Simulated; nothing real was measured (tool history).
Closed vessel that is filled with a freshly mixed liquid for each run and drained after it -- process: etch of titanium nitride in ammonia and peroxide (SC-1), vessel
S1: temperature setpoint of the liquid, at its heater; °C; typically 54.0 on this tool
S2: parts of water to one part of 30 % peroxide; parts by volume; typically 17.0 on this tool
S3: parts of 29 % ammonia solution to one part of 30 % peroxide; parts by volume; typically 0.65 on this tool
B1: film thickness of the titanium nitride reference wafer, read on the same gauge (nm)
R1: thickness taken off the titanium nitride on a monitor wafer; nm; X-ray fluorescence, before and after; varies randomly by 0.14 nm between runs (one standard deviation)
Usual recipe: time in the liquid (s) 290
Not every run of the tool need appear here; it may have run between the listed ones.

{"run": 1, "hour": 0.0, "S1": 54.0, "S2": 17.0, "S3": 0.65, "time in the liquid (s)": 290, "B1": 90.0, "R1": 20.97}
{"run": 2, "hour": 53.0, "S1": 46.5, "S2": 17.0, "S3": 0.65, "time in the liquid (s)": 290, "B1": 89.99, "R1": 12.6}
{"run": 3, "hour": 110.2, "S1": 46.5, "S2": 17.0, "S3": 0.65, "time in the liquid (s)": 290, "B1": 90.01, "R1": 12.43}
{"run": 4, "hour": 296.7, "S1": 54.0, "S2": 17.0, "S3": 0.65, "time in the liquid (s)": 290, "B1": 89.95, "R1": 21.08}
{"run": 5, "hour": 339.6, "S1": 54.0, "S2": 17.0, "S3": 0.65, "time in the liquid (s)": 290, "B1": 89.99, "R1": 21.22}
{"run": 6, "hour": 509.2, "S1": 54.0, "S2": 17.0, "S3": 0.65, "time in the liquid (s)": 290, "B1": 89.98, "R1": 21.36}
{"run": 7, "hour": 542.9, "S1": 54.0, "S2": 23.5, "S3": 0.65, "time in the liquid (s)": 290, "B1": 90.0, "R1": 17.71}
{"run": 8, "hour": 598.3, "S1": 54.0, "S2": 23.5, "S3": 0.65, "time in the liquid (s)": 290, "B1": 89.99, "R1": 17.63}
{"run": 9, "hour": 786.4, "S1": 54.0, "S2": 23.5, "S3": 0.65, "time in the liquid (s)": 290, "B1": 90.04, "R1": 17.8}
{"run": 10, "hour": 831.6, "S1": 54.0, "S2": 17.0, "S3": 0.65, "time in the liquid (s)": 360, "B1": 90.01, "R1": 26.25}
{"run": 11, "hour": 887.9, "S1": 61.0, "S2": 17.0, "S3": 0.65, "time in the liquid (s)": 290, "B1": 90.03, "R1": 33.87}
{"run": 12, "hour": 929.8, "S1": 54.0, "S2": 17.0, "S3": 0.65, "time in the liquid (s)": 290, "B1": 89.99, "R1": 21.25}
{"run": 13, "hour": 979.9, "S1": 54.0, "S2": 17.0, "S3": 0.65, "time in the liquid (s)": 340, "B1": 90.04, "R1": 24.35}
{"run": 14, "hour": 1018.5, "S1": 54.0, "S2": 11.5, "S3": 0.65, "time in the liquid (s)": 290, "B1": 90.04, "R1": 25.8}
{"run": 15, "hour": 1051.6, "S1": 54.0, "S2": 13.5, "S3": 0.65, "time in the liquid (s)": 290, "B1": 90.02, "R1": 23.28}
{"run": 16, "hour": 1113.7, "S1": 54.0, "S2": 17.0, "S3": 0.65, "time in the liquid (s)": 290, "B1": 90.05, "R1": 21.23}
{"run": 17, "hour": 1146.0, "S1": 63.0, "S2": 20.5, "S3": 0.5, "time in the liquid (s)": 205, "B1": 89.99, "R1": 23.33}
{"run": 18, "hour": 1190.5, "S1": 57.5, "S2": 17.0, "S3": 0.75, "time in the liquid (s)": 290, "B1": 89.98, "R1": 27.07}
{"run": 19, "hour": 1246.2, "S1": 54.0, "S2": 21.0, "S3": 0.4, "time in the liquid (s)": 345, "B1": 90.03, "R1": 20.21}
{"run": 20, "hour": 1287.9, "S1": 63.0, "S2": 12.0, "S3": 0.65, "time in the liquid (s)": 345, "B1": 89.99, "R1": 54.34}
{"run": 21, "hour": 1315.2, "S1": 54.0, "S2": 23.5, "S3": 0.65, "time in the liquid (s)": 290, "B1": 90.03, "R1": 17.52}

Taken out of this log: 8 entries between the listed runs. Where each belongs, and how the hidden state differs across it:
After run 3, before run 4: new drum of ammonia solution connected (hour 200.3)
  ammonia solution weaker than its label (%): 10.2 -> 5.46
  measured less the result without the state, R1: -0.24 -> -0.22 nm
After run 5, before run 6: ammonia flow meter replaced (hour 361.4); thermometer replaced (hour 395.2); new drum of ammonia solution connected (hour 499.7)
  ammonia solution weaker than its label (%): 7.42 -> 1.29
  measured less the result without the state, R1: -0.29 -> -0.05 nm
After run 8, before run 9: new drum of ammonia solution connected (hour 766.2)
  ammonia solution weaker than its label (%): 5.36 -> 1.41
  measured less the result without the state, R1: -0.18 -> -0.04 nm
After run 10, before run 11: gauge calibrated (hour 887.9)
  ammonia solution weaker than its label (%): 3.47 -> 6.04
  measured less the result without the state, R1: -0.17 -> -0.38 nm
After run 14, before run 15: ammonia flow meter replaced (hour 1021.4)
  ammonia solution weaker than its label (%): 12 -> 13.5
  measured less the result without the state, R1: -0.57 -> -0.61 nm
After run 15, before run 16: new drum of ammonia solution connected (hour 1057.9)
  ammonia solution weaker than its label (%): 13.5 -> 4.04
  measured less the result without the state, R1: -0.61 -> -0.16 nm
